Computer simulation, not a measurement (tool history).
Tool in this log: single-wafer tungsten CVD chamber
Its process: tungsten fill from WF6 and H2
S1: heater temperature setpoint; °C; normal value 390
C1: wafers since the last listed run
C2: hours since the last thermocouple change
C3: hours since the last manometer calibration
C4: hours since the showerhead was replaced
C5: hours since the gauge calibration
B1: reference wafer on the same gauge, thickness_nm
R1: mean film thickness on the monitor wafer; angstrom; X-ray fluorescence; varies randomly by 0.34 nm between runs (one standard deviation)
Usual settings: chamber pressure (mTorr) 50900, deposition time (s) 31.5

run 1 hour=0 | S1=390 chamber_pressure_(mTorr)=55000 deposition_time_(s)=31.5 | C1=0 C2=926.6 C3=2445.6 C4=2563.9 C5=170.5 | B1=93.082 | R1=983.65
run 2 hour=22.5 | S1=390 chamber_pressure_(mTorr)=55000 deposition_time_(s)=31.5 | C1=283 C2=949.1 C3=2468.1 C4=2586.4 C5=193 | B1=93.155 | R1=983.2
run 3 hour=34.7 | S1=390 chamber_pressure_(mTorr)=50900 deposition_time_(s)=31.5 | C1=153 C2=961.3 C3=2480.3 C4=2598.6 C5=205.2 | B1=93.196 | R1=951.68
run 4 hour=59.4 | S1=390 chamber_pressure_(mTorr)=50900 deposition_time_(s)=31.5 | C1=311 C2=986 C3=2505 C4=2623.3 C5=229.9 | B1=93.133 | R1=949.56
run 5 hour=83.4 | S1=390 chamber_pressure_(mTorr)=43500 deposition_time_(s)=35.6 | C1=302 C2=1010 C3=2529 C4=2647.3 C5=253.9 | B1=92.967 | R1=1027.5
run 6 hour=116.6 | S1=390 chamber_pressure_(mTorr)=50900 deposition_time_(s)=27.5 | C1=418 C2=1043.2 C3=2562.2 C4=2680.5 C5=287.1 | B1=93.101 | R1=835.78
run 7 hour=150.9 | S1=390 chamber_pressure_(mTorr)=50900 deposition_time_(s)=27.5 | C1=431 C2=1077.5 C3=2596.5 C4=2714.8 C5=321.4 | B1=93.185 | R1=832.44
run 8 hour=176.4 | S1=390 chamber_pressure_(mTorr)=50900 deposition_time_(s)=31.5 | C1=321 C2=1103 C3=2622 C4=2740.3 C5=346.9 | B1=93.204 | R1=963.71
run 9 hour=240.7 | S1=390 chamber_pressure_(mTorr)=50900 deposition_time_(s)=31.5 | C1=809 C2=1167.3 C3=2686.3 C4=2804.6 C5=411.2 | B1=93.204 | R1=961.55
run 10 hour=254.7 | S1=390 chamber_pressure_(mTorr)=50900 deposition_time_(s)=31.5 | C1=176 C2=1181.3 C3=2700.3 C4=2818.6 C5=425.2 | B1=93.15 | R1=962.45
-- hour=293 thermocouple changed; heater temperature recalibrated
-- hour=301.4 showerhead replaced
run 11 hour=301.9 | S1=390 chamber_pressure_(mTorr)=50900 deposition_time_(s)=31.5 | C1=392 C2=8.9 C3=2747.5 C4=0.5 C5=472.4 | B1=93.091 | R1=902.95
run 12 hour=325.8 | S1=390 chamber_pressure_(mTorr)=50900 deposition_time_(s)=31.5 | C1=300 C2=32.8 C3=2771.4 C4=24.4 C5=496.3 | B1=93.232 | R1=903.87
run 13 hour=358 | S1=390 chamber_pressure_(mTorr)=50900 deposition_time_(s)=31.5 | C1=405 C2=65 C3=2803.6 C4=56.6 C5=528.5 | B1=93.01 | R1=906.73
run 14 hour=380.1 | S1=390 chamber_pressure_(mTorr)=50900 deposition_time_(s)=31.5 | C1=278 C2=87.1 C3=2825.7 C4=78.7 C5=550.6 | B1=93.13 | R1=906.29
-- hour=396.5 gauge calibrated
run 15 hour=407.3 | S1=390 chamber_pressure_(mTorr)=50900 deposition_time_(s)=27.5 | C1=342 C2=114.3 C3=2852.9 C4=105.9 C5=10.8 | B1=93.094 | R1=792.34
run 16 hour=422.6 | S1=390 chamber_pressure_(mTorr)=50900 deposition_time_(s)=31.5 | C1=192 C2=129.6 C3=2868.2 C4=121.2 C5=26.1 | B1=93.118 | R1=909.33
run 17 hour=474.5 | S1=376 chamber_pressure_(mTorr)=56200 deposition_time_(s)=31.5 | C1=653 C2=181.5 C3=2920.1 C4=173.1 C5=78 | B1=93.125 | R1=684.49
run 18 hour=521 | S1=405 chamber_pressure_(mTorr)=44000 deposition_time_(s)=31.5 | C1=585 C2=228 C3=2966.6 C4=219.6 C5=124.5 | B1=93.088 | R1=1181.67
run 19 hour=555.9 | S1=385 chamber_pressure_(mTorr)=61400 deposition_time_(s)=35.7 | C1=439 C2=262.9 C3=3001.5 C4=254.5 C5=159.4 | B1=93.16 | R1=991.96
run 20 hour=579 | S1=390 chamber_pressure_(mTorr)=50900 deposition_time_(s)=31.5 | C1=290 C2=286 C3=3024.6 C4=277.6 C5=182.5 | B1=93.043 | R1=915.1
-- hour=591.8 capacitance manometer re-zeroed and calibrated
run 21 hour=608 | S1=390 chamber_pressure_(mTorr)=50900 deposition_time_(s)=31.5 | C1=264 C2=315 C3=16.2 C4=306.6 C5=211.5 | B1=93.165 | R1=910.43
run 22 hour=620.1 | S1=390 chamber_pressure_(mTorr)=50900 deposition_time_(s)=31.5 | C1=152 C2=327.1 C3=28.3 C4=318.7 C5=223.6 | B1=93.131 | R1=919.08
run 23 hour=652 | S1=383 chamber_pressure_(mTorr)=42500 deposition_time_(s)=36 | C1=401 C2=359 C3=60.2 C4=350.6 C5=255.5 | B1=93.102 | R1=839.82
run 24 hour=685.5 | S1=390 chamber_pressure_(mTorr)=57500 deposition_time_(s)=33.9 | C1=421 C2=392.5 C3=93.7 C4=384.1 C5=289 | B1=93.082 | R1=1034.36
run 25 hour=705.2 | S1=390 chamber_pressure_(mTorr)=39200 deposition_time_(s)=33.1 | C1=248 C2=412.2 C3=113.4 C4=403.8 C5=308.7 | B1=93.158 | R1=879.08
run 26 hour=731.1 | S1=404 chamber_pressure_(mTorr)=50900 deposition_time_(s)=31.5 | C1=326 C2=438.1 C3=139.3 C4=429.7 C5=334.6 | B1=93.116 | R1=1237.96
run 27 hour=749.7 | S1=390 chamber_pressure_(mTorr)=58800 deposition_time_(s)=35.5 | C1=234 C2=456.7 C3=157.9 C4=448.3 C5=353.2 | B1=93.166 | R1=1092.81
run 28 hour=763.9 | S1=390 chamber_pressure_(mTorr)=50900 deposition_time_(s)=31.5 | C1=178 C2=470.9 C3=172.1 C4=462.5 C5=367.4 | B1=93.173 | R1=926.04
run 29 hour=793.7 | S1=377 chamber_pressure_(mTorr)=50900 deposition_time_(s)=34.6 | C1=375 C2=500.7 C3=201.9 C4=492.3 C5=397.2 | B1=93.192 | R1=759.41
run 30 hour=816 | S1=404 chamber_pressure_(mTorr)=62400 deposition_time_(s)=35.3 | C1=280 C2=523 C3=224.2 C4=514.6 C5=419.5 | B1=93.193 | R1=1492.4
run 31 hour=837.6 | S1=390 chamber_pressure_(mTorr)=50900 deposition_time_(s)=31.5 | C1=272 C2=544.6 C3=245.8 C4=536.2 C5=441.1 | B1=93.181 | R1=927.83
run 32 hour=866.2 | S1=398 chamber_pressure_(mTorr)=39800 deposition_time_(s)=35.1 | C1=360 C2=573.2 C3=274.4 C4=564.8 C5=469.7 | B1=93.2 | R1=1125.18
run 33 hour=900 | S1=390 chamber_pressure_(mTorr)=62800 deposition_time_(s)=31.5 | C1=425 C2=607 C3=308.2 C4=598.6 C5=503.5 | B1=93.201 | R1=1004.93
run 34 hour=927.3 | S1=405 chamber_pressure_(mTorr)=57800 deposition_time_(s)=35.2 | C1=343 C2=634.3 C3=335.5 C4=625.9 C5=530.8 | B1=93.091 | R1=1488.74

For each run, the measured value with the value that run would have given without the tool's hidden condition subtracted. The run-to-run variation is shared by both, the gauge scatter possibly not:
The tool's hidden condition here consists of: wafer temperature above the value expected at the setpoint (K); true pressure above the setpoint (%); gauge reads high (%).
run=1 R1=+48.51
run=2 R1=+49.44
run=3 R1=+48.36
run=4 R1=+49.25
run=5 R1=+54.35
run=6 R1=+45.4
run=7 R1=+46.43
run=8 R1=+54.81
run=9 R1=+57.31
run=10 R1=+57.93
run=11 R1=-2.49
run=12 R1=-1.48
run=13 R1=-0.12
run=14 R1=+0.79
run=15 R1=+1.67
run=16 R1=+2.55
run=17 R1=+3.85
run=18 R1=+7.87
run=19 R1=+9.13
run=20 R1=+9.05
run=21 R1=+10.19
run=22 R1=+10.78
run=23 R1=+11.59
run=24 R1=+15.17
run=25 R1=+13.67
run=26 R1=+19.03
run=27 R1=+19.18
run=28 R1=+16.84
run=29 R1=+16.05
run=30 R1=+28.14
run=31 R1=+19.92
run=32 R1=+24.66
run=33 R1=+24.35
run=34 R1=+34.74
